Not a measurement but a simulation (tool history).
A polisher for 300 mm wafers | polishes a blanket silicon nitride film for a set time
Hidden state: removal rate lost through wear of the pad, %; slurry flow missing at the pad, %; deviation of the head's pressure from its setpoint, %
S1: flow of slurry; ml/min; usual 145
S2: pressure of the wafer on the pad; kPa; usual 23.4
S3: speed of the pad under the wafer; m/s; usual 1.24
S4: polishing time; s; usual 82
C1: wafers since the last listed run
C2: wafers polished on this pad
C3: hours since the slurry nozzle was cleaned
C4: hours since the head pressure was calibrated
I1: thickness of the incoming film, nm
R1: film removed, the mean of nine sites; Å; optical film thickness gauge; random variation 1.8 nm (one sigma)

run,day,S1,S2,S3,S4,C1,C2,C3,C4,I1,R1
1,0,145,23.4,1.24,82,0,107,402.2,173.9,490.9,1829
2,2.383,145,23.4,1.24,82,586,694,459.4,231.1,487.6,1798
3,4.642,115,23.4,1.24,82,555,1249,513.6,285.3,491.2,1733
4,6.462,115,23.4,1.24,82,448,1698,557.3,329,491,1710
# day 8.4: worn pad replaced by a new one
5,9.196,115,23.4,1.24,82,631,195,622.9,394.6,492.4,1737
6,11.8,170,23.4,1.24,82,640,836,685.4,457.1,486,1842
7,13.558,170,23.4,1.24,82,432,1269,727.6,499.3,484.2,1849
# day 16.154: worn pad replaced by a new one
8,16.175,145,23.4,1.24,82,602,5,790.4,562.1,493.1,1861
# day 17.504: slurry nozzle cleaned
9,18.15,145,23.4,1.24,82,475,481,15.5,609.5,494.3,1834
10,20.6,145,23.4,1.24,82,602,1084,74.3,668.3,495.9,1799
# day 23.142: worn pad replaced by a new one
11,23.162,120,20,1.24,82,589,5,135.8,729.8,494,1587
12,25.396,190,23.4,1.24,73,549,555,189.4,783.4,489.4,1694
# day 26.121: head pressure recalibrated
13,27.029,145,20.7,1.24,82,381,936,228.6,21.8,489.6,1583
14,29.858,115,28.3,0.9,82,696,1632,296.5,89.7,493.9,1662
# day 30.717: worn pad replaced by a new one
15,31.071,105,23.4,1.12,82,257,87,325.6,118.8,494.5,1608
16,34.254,145,23.4,1.24,82,783,870,402,195.2,489.9,1788
17,36.529,100,29,1.24,54,559,1430,456.6,249.8,492.1,1284
18,38.233,180,23.4,1.64,82,419,1849,497.5,290.7,485.4,2139
# day 39.333: worn pad replaced by a new one
19,40.033,115,23.4,1.24,82,401,171,540.7,333.9,489.1,1731

How the hidden state differs across the entries between the runs, from the last listed run before each to the first after it:
Between runs 4 and 5: worn pad replaced by a new one (day 8.4)
  removal rate lost through wear of the pad, %: 4.37 -> 1.52; deviation of the head's pressure from its setpoint, %: 3.55 -> 3.91
  measured less the result without the state, R1: -25 -> +31 Å
Between runs 7 and 8: worn pad replaced by a new one (day 16.154)
  removal rate lost through wear of the pad, %: 4.24 -> 0.757; deviation of the head's pressure from its setpoint, %: 4.33 -> 4.52
  measured less the result without the state, R1: -13 -> +56 Å
Between runs 8 and 9: slurry nozzle cleaned (day 17.504)
  removal rate lost through wear of the pad, %: 0.757 -> 3.11; deviation of the head's pressure from its setpoint, %: 4.52 -> 4.63
  measured less the result without the state, R1: +56 -> +14 Å
Between runs 10 and 11: worn pad replaced by a new one (day 23.142)
  removal rate lost through wear of the pad, %: 4.4 -> 0.121; deviation of the head's pressure from its setpoint, %: 4.75 -> 4.84
  measured less the result without the state, R1: -9 -> +62 Å
Between runs 12 and 13: head pressure recalibrated (day 26.121)
  removal rate lost through wear of the pad, %: 2.67 -> 3.56; deviation of the head's pressure from its setpoint, %: 4.91 -> 0.0819
  measured less the result without the state, R1: +24 -> -58 Å
Between runs 14 and 15: worn pad replaced by a new one (day 30.717)
  removal rate lost through wear of the pad, %: 4.26 -> 0.899; deviation of the head's pressure from its setpoint, %: 1.23 -> 1.65
  measured less the result without the state, R1: -56 -> +8 Å
Between runs 18 and 19: worn pad replaced by a new one (day 39.333)
  removal rate lost through wear of the pad, %: 4.6 -> 1.39; deviation of the head's pressure from its setpoint, %: 3.35 -> 3.63
  measured less the result without the state, R1: -41 -> +30 Å

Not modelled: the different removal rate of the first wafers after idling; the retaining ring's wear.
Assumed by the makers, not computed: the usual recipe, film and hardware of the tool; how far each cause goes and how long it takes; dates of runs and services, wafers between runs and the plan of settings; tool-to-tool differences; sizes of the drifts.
